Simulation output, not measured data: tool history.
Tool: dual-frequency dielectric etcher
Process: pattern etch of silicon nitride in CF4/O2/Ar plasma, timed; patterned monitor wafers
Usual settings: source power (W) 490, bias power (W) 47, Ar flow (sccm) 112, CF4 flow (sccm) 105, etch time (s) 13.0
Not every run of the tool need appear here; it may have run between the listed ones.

run     day  source power (W)  bias power (W)  Ar flow (sccm)  CF4 flow (sccm)  etch time (s)  read-back reference wafer on the same gauge, depth_nm  mean etch depth across the wafer (Å)
  1   0.000               490              47             112              116           13.0                                                  19.97                                 219.1
  2   3.221               490              47              92              105           11.5                                                  19.85                                 195.7
  3   5.367               590              47             112              113           13.0                                                  19.83                                 261.7
  4   7.129               490              35             102               88           13.0                                                  19.76                                 190.9
      8.517  -- Ar flow controller replaced
      9.571  -- bias power generator calibrated
  5  11.054               490              47             112              105           13.0                                                  19.67                                 211.2
     12.296  -- upper electrode replaced
  6  13.371               590              52              98              105           14.5                                                  19.69                                 303.5
  7  16.646               560              47             112              105           16.5                                                  19.58                                 307.8
  8  20.000               490              47             112              105           16.0                                                  19.63                                 256.1
  9  23.733               490              53             112              105           13.0                                                  19.50                                 216.8
     24.808  -- source power generator calibrated
     25.842  -- wet clean of the chamber
 10  25.862               490              57             112              105           13.0                                                  19.54                                 221.9
 11  29.550               560              35             112              125           13.0                                                  19.48                                 223.9
 12  32.346               490              43             112              105           13.0                                                  19.42                                 201.4
 13  36.350               590              47             112              113           13.0                                                  19.38                                 252.7
 14  39.733               490              47             112              105           13.0                                                  19.41                                 207.4
 15  43.229               550              47             137              105           10.0                                                  19.31                                 172.3
 16  46.108               490              38             112              105           14.0                                                  19.31                                 210.2
 17  49.475               490              47             112              105           13.0                                                  19.26                                 205.7
     52.300  -- wet clean of the chamber
 18  53.762               490              43             112              105           14.5                                                  19.21                                 224.3
 19  57.238               490              47             112              105           13.0                                                  19.27                                 204.3
 20  58.771               490              36             102              105           13.0                                                  19.26                                 193.1

For some of the steps in mean etch depth across the wafer (Å) from one run to the next: how much would appear even if the tool had no hidden state, given the settings, what came in and random variation, and how much remains for the hidden state plus any gauge scatter that the measured result and the result without hidden state don't share?
Unlogged tool condition in this case: etch rate over this chamber's usual, %; source power that arrives over what is set, %; bias power that arrives over what is set, %; Ar flow that arrives over what is set, %; CF4 flow that arrives over what is set, %; gauge reads high (%).
Run 3 -> 4: source power (W) 590 -> 490, bias power (W) 47 -> 35, Ar flow (sccm) 112 -> 102, CF4 flow (sccm) 113 -> 88. mean etch depth across the wafer (Å) -70.8: hidden state +1.7, all else -72.5.
Run 5 -> 6: source power (W) 490 -> 590, bias power (W) 47 -> 52, Ar flow (sccm) 112 -> 98, etch time (s) 13.0 -> 14.5, upper electrode replaced. mean etch depth across the wafer (Å) +92.3: hidden state -3.9, all else +96.2.
Run 12 -> 13: source power (W) 490 -> 590, bias power (W) 43 -> 47, CF4 flow (sccm) 105 -> 113. mean etch depth across the wafer (Å) +51.3: hidden state -3.1, all else +54.4.
